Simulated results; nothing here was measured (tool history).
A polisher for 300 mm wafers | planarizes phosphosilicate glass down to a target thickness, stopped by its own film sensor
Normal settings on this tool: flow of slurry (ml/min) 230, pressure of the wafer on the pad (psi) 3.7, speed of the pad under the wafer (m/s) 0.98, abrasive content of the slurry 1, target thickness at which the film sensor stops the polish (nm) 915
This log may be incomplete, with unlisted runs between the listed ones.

run   hour  flow of slurry (ml/min)  pressure of the wafer on the pad (psi)  speed of the pad under the wafer (m/s)  abrasive content of the slurry  target thickness at which the film sensor stops the polish (nm)  wafers since the last listed run  wafers polished on this pad  hours since the slurry nozzle was cleaned  hours since the head pressure was calibrated  hours since the slurry blender was calibrated  hours since the conditioning disc was replaced  incoming thickness of the incoming film, nm  time until the film sensor stopped the polish (s)
  1      0                      230                                     3.7                                    0.98                               1                                                              915                                 0                          520                                       54.6                                          69.4                                           86.6                                           154.1                                       1556.6                                               70.2
  2   11.9                      230                                     3.7                                    0.98                               1                                                              915                               149                          670                                       66.5                                          81.3                                           98.5                                             166                                       1560.5                                               71.2
      15.5  -- slurry blender recalibrated
  3   27.2                      230                                     3.7                                    0.98                               1                                                              915                               167                          837                                       81.8                                          96.6                                           11.7                                           181.3                                       1548.1                                               62.3
  4     42                      175                                     3.7                                    1.12                               1                                                              915                               186                         1024                                       96.6                                         111.4                                           26.5                                           196.1                                         1572                                               63.5
      50.5  -- worn pad replaced by a new one
  5   57.7                      175                                     3.7                                    1.12                               1                                                              915                               147                           90                                      112.3                                         127.1                                           42.2                                           211.8                                       1563.4                                               64.4
  6   67.9                      230                                     3.7                                    0.98                               1                                                              915                               128                          219                                      122.5                                         137.3                                           52.4                                             222                                       1552.2                                               64.7
  7   81.7                      230                                     3.7                                    0.98                               1                                                              915                               173                          393                                      136.3                                         151.1                                           66.2                                           235.8                                       1537.3                                                 66
  8   99.3                      230                                     3.7                                    0.98                               1                                                              915                               221                          614                                      153.9                                         168.7                                           83.8                                           253.4                                       1541.3                                               67.3
     106.6  -- slurry blender recalibrated
  9  110.6                      230                                     3.7                                    0.98                               1                                                              915                               117                          732                                      165.2                                           180                                              4                                           264.7                                       1574.3                                               63.6
 10  118.4                      190                                     3.7                                     1.3                               1                                                              915                                98                          830                                        173                                         187.8                                           11.8                                           272.5                                       1517.4                                               52.7
     126.1  -- conditioning disc replaced and pad reconditioned
     131.2  -- worn pad replaced by a new one
 11  131.7                      165                                     3.7                                    0.98                               1                                                              915                                91                            6                                      186.3                                         201.1                                           25.1                                             5.6                                       1562.1                                                 69
 12  146.3                      230                                     3.7                                     1.1                               1                                                              915                               183                          190                                      200.9                                         215.7                                           39.7                                            20.2                                       1573.5                                               63.8
 13  163.8                      230                                     3.7                                    0.98                               1                                                              915                               220                          410                                      218.4                                         233.2                                           57.2                                            37.7                                       1545.9                                               65.4
 14    170                      230                                     4.3                                     0.9                               1                                                              978                                78                          489                                      224.6                                         239.4                                           63.4                                            43.9                                       1572.5                                               56.3
 15  180.5                      230                                     3.7                                    0.98                               1                                                              915                               132                          621                                      235.1                                         249.9                                           73.9                                            54.4                                       1568.8                                               69.7
 16  191.7                      265                                     3.7                                     1.2                            1.15                                                              915                               141                          762                                      246.3                                         261.1                                           85.1                                            65.6                                       1533.8                                               54.6
     200.9  -- slurry nozzle cleaned
 17  201.4                      300                                     3.7                                    1.32                               1                                                              915                               109                          871                                        0.5                                         270.8                                           94.8                                            75.3                                         1546                                                 57
 18  213.7                      230                                     3.7                                    0.98                               1                                                              915                               154                         1026                                       12.8                                         283.1                                          107.1                                            87.6                                       1529.3                                                 67
     221.3  -- slurry blender recalibrated
     222.2  -- head pressure recalibrated
     226.6  -- worn pad replaced by a new one
 19  227.1                      230                                     3.7                                    1.16                             0.7                                                              915                                81                            5                                       26.2                                           4.9                                            5.8                                             101                                       1524.7                                               69.3
 20  238.4                      230                                     3.7                                    0.98                               1                                                              915                               142                          148                                       37.5                                          16.2                                           17.1                                           112.3                                         1549                                               64.2
 21  246.3                      230                                     3.7                                    0.72                            0.75                                                              915                                99                          247                                       45.4                                          24.1                                             25                                           120.2                                       1567.4                                               91.9
 22  255.3                      175                                     3.7                                    0.98                               1                                                              791                               113                          361                                       54.4                                          33.1                                             34                                           129.2                                       1568.3                                               82.3
 23  271.4                      175                                     3.7                                    0.98                               1                                                              791                               202                          563                                       70.5                                          49.2                                           50.1                                           145.3                                       1564.8                                               83.9
 24  285.4                      185                                     2.9                                    0.88                               1                                                             1005                               176                          740                                       84.5                                          63.2                                           64.1                                           159.3                                       1570.8                                               83.2
 25  295.6                      205                                     3.7                                    0.98                               1                                                              915                               128                          868                                       94.7                                          73.4                                           74.3                                           169.5                                       1528.4                                               66.8
     320.1  -- worn pad replaced by a new one
     330.3  -- slurry blender recalibrated
 26  335.3                      180                                     2.5                                     1.3                               1                                                              915                               424                          166                                      134.4                                         113.1                                              5                                           209.2                                       1549.3                                               82.5

Entry by entry between the runs, the difference in hidden state between the last listed run before and the first listed run after:
Run 2 -> run 3: slurry blender recalibrated (hour 15.5)
  abrasive missing from the slurry, %: 19.6 -> 2.28
  measured less the result without the state, time until the film sensor stopped the polish (s): +8 -> +0.8
Run 4 -> run 5: worn pad replaced by a new one (hour 50.5)
  abrasive missing from the slurry, %: 4.9 -> 7.68
  measured less the result without the state, time until the film sensor stopped the polish (s): +1.6 -> +2.6
Run 8 -> run 9: slurry blender recalibrated (hour 106.6)
  abrasive missing from the slurry, %: 15.1 -> 1.31
  measured less the result without the state, time until the film sensor stopped the polish (s): +5.7 -> +0.4
Run 10 -> run 11: conditioning disc replaced and pad reconditioned (hour 126.1); worn pad replaced by a new one (hour 131.2)
  abrasive missing from the slurry, %: 2.69 -> 5.05
  measured less the result without the state, time until the film sensor stopped the polish (s): +0.7 -> +1.8
Run 16 -> run 17: slurry nozzle cleaned (hour 200.9)
  abrasive missing from the slurry, %: 15.7 -> 17.4
  measured less the result without the state, time until the film sensor stopped the polish (s): +4.4 -> +5.7
Run 18 -> run 19: slurry blender recalibrated (hour 221.3); head pressure recalibrated (hour 222.2); worn pad replaced by a new one (hour 226.6)
  abrasive missing from the slurry, %: 19.6 -> 4.03
  measured less the result without the state, time until the film sensor stopped the polish (s): +7.6 -> +1.8
Run 25 -> run 26: worn pad replaced by a new one (hour 320.1); slurry blender recalibrated (hour 330.3)
  abrasive missing from the slurry, %: 16.2 -> 3.38
  measured less the result without the state, time until the film sensor stopped the polish (s): +6.1 -> +1.5
